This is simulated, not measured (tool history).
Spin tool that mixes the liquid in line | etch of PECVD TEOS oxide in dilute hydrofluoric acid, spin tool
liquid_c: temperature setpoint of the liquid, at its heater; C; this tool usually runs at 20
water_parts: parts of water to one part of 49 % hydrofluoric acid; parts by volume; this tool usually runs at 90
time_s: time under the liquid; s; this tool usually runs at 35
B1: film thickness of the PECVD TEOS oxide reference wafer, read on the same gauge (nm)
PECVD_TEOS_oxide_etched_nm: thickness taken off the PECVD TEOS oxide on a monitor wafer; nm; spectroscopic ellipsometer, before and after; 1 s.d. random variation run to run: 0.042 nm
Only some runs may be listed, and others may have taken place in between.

run 1 hour=0 | liquid_c=20 water_parts=90 time_s=35 | B1=90.04 | PECVD_TEOS_oxide_etched_nm=6.22
run 2 hour=14.4 | liquid_c=23 water_parts=90 time_s=35 | B1=90.04 | PECVD_TEOS_oxide_etched_nm=7.08
run 3 hour=31.3 | liquid_c=23 water_parts=90 time_s=35 | B1=90.02 | PECVD_TEOS_oxide_etched_nm=7.09
run 4 hour=57.1 | liquid_c=20 water_parts=90 time_s=45 | B1=90 | PECVD_TEOS_oxide_etched_nm=8.05
run 5 hour=90.2 | liquid_c=20 water_parts=90 time_s=45 | B1=90.02 | PECVD_TEOS_oxide_etched_nm=8.03
run 6 hour=122.8 | liquid_c=20 water_parts=90 time_s=45 | B1=90.03 | PECVD_TEOS_oxide_etched_nm=7.98
run 7 hour=151.7 | liquid_c=20 water_parts=90 time_s=35 | B1=90 | PECVD_TEOS_oxide_etched_nm=6.2
run 8 hour=176.4 | liquid_c=20 water_parts=90 time_s=35 | B1=90.01 | PECVD_TEOS_oxide_etched_nm=6.22
-- hour=179.4 gauge calibrated
run 9 hour=199.5 | liquid_c=20 water_parts=90 time_s=35 | B1=90.04 | PECVD_TEOS_oxide_etched_nm=6.28
run 10 hour=220.4 | liquid_c=20 water_parts=75 time_s=35 | B1=89.98 | PECVD_TEOS_oxide_etched_nm=7.55
run 11 hour=242.5 | liquid_c=20 water_parts=105 time_s=25 | B1=89.96 | PECVD_TEOS_oxide_etched_nm=3.73
run 12 hour=262 | liquid_c=20 water_parts=90 time_s=35 | B1=90.02 | PECVD_TEOS_oxide_etched_nm=6.14
-- hour=277.4 hydrofluoric acid flow meter replaced
run 13 hour=282 | liquid_c=20 water_parts=90 time_s=35 | B1=90.01 | PECVD_TEOS_oxide_etched_nm=5.72
run 14 hour=313.9 | liquid_c=20 water_parts=90 time_s=35 | B1=90 | PECVD_TEOS_oxide_etched_nm=5.77
run 15 hour=344.9 | liquid_c=17 water_parts=125 time_s=25 | B1=90.03 | PECVD_TEOS_oxide_etched_nm=2.53
run 16 hour=374.8 | liquid_c=21.5 water_parts=60 time_s=45 | B1=90 | PECVD_TEOS_oxide_etched_nm=12.28
run 17 hour=397.2 | liquid_c=17 water_parts=120 time_s=35 | B1=89.99 | PECVD_TEOS_oxide_etched_nm=3.6
-- hour=417 hydrofluoric acid flow meter replaced, repeated, since the last time left the tool worse
run 18 hour=423.6 | liquid_c=20 water_parts=65 time_s=35 | B1=89.96 | PECVD_TEOS_oxide_etched_nm=9.6
run 19 hour=436 | liquid_c=20 water_parts=90 time_s=20 | B1=90.03 | PECVD_TEOS_oxide_etched_nm=3.86
-- hour=459.2 thermometer replaced
run 20 hour=469.9 | liquid_c=20 water_parts=55 time_s=35 | B1=89.97 | PECVD_TEOS_oxide_etched_nm=11.28
run 21 hour=497.8 | liquid_c=20 water_parts=90 time_s=35 | B1=89.98 | PECVD_TEOS_oxide_etched_nm=6.66
run 22 hour=518.8 | liquid_c=17.5 water_parts=90 time_s=35 | B1=90 | PECVD_TEOS_oxide_etched_nm=6
run 23 hour=532.8 | liquid_c=20 water_parts=105 time_s=25 | B1=89.95 | PECVD_TEOS_oxide_etched_nm=4.04
run 24 hour=566.7 | liquid_c=24 water_parts=90 time_s=35 | B1=90.02 | PECVD_TEOS_oxide_etched_nm=7.81
run 25 hour=589.3 | liquid_c=20 water_parts=90 time_s=35 | B1=90.02 | PECVD_TEOS_oxide_etched_nm=6.63
run 26 hour=622.2 | liquid_c=18.5 water_parts=75 time_s=35 | B1=89.98 | PECVD_TEOS_oxide_etched_nm=7.59
run 27 hour=653.9 | liquid_c=20 water_parts=90 time_s=35 | B1=89.97 | PECVD_TEOS_oxide_etched_nm=6.59
run 28 hour=670.2 | liquid_c=23.5 water_parts=100 time_s=35 | B1=90.04 | PECVD_TEOS_oxide_etched_nm=6.76
run 29 hour=705.6 | liquid_c=20 water_parts=90 time_s=35 | B1=90.01 | PECVD_TEOS_oxide_etched_nm=6.63
run 30 hour=719.5 | liquid_c=20 water_parts=65 time_s=20 | B1=90.03 | PECVD_TEOS_oxide_etched_nm=5.34
run 31 hour=747.3 | liquid_c=20 water_parts=70 time_s=35 | B1=90.02 | PECVD_TEOS_oxide_etched_nm=8.69
run 32 hour=780.4 | liquid_c=21.5 water_parts=135 time_s=50 | B1=89.98 | PECVD_TEOS_oxide_etched_nm=6.44
run 33 hour=805.2 | liquid_c=20 water_parts=60 time_s=20 | B1=90 | PECVD_TEOS_oxide_etched_nm=5.86

List, for all runs, the conditions of the tool that the log does not record:
liquid colder than its thermometer reads (K): 0 at every run
gauge reads high (%): 0 at every run
H1: hydrofluoric acid flow below the setpoint (%)
run=1 H1=6.36
run=2 H1=6.42
run=3 H1=6.49
run=4 H1=6.59
run=5 H1=6.73
run=6 H1=6.86
run=7 H1=6.98
run=8 H1=7.08
run=9 H1=7.17
run=10 H1=7.25
run=11 H1=7.34
run=12 H1=7.42
run=13 H1=13.2
run=14 H1=13.3
run=15 H1=13.4
run=16 H1=13.5
run=17 H1=13.6
run=18 H1=0.332
run=19 H1=0.382
run=20 H1=0.519
run=21 H1=0.632
run=22 H1=0.717
run=23 H1=0.773
run=24 H1=0.91
run=25 H1=1
run=26 H1=1.13
run=27 H1=1.26
run=28 H1=1.33
run=29 H1=1.47
run=30 H1=1.53
run=31 H1=1.64
run=32 H1=1.77
run=33 H1=1.87
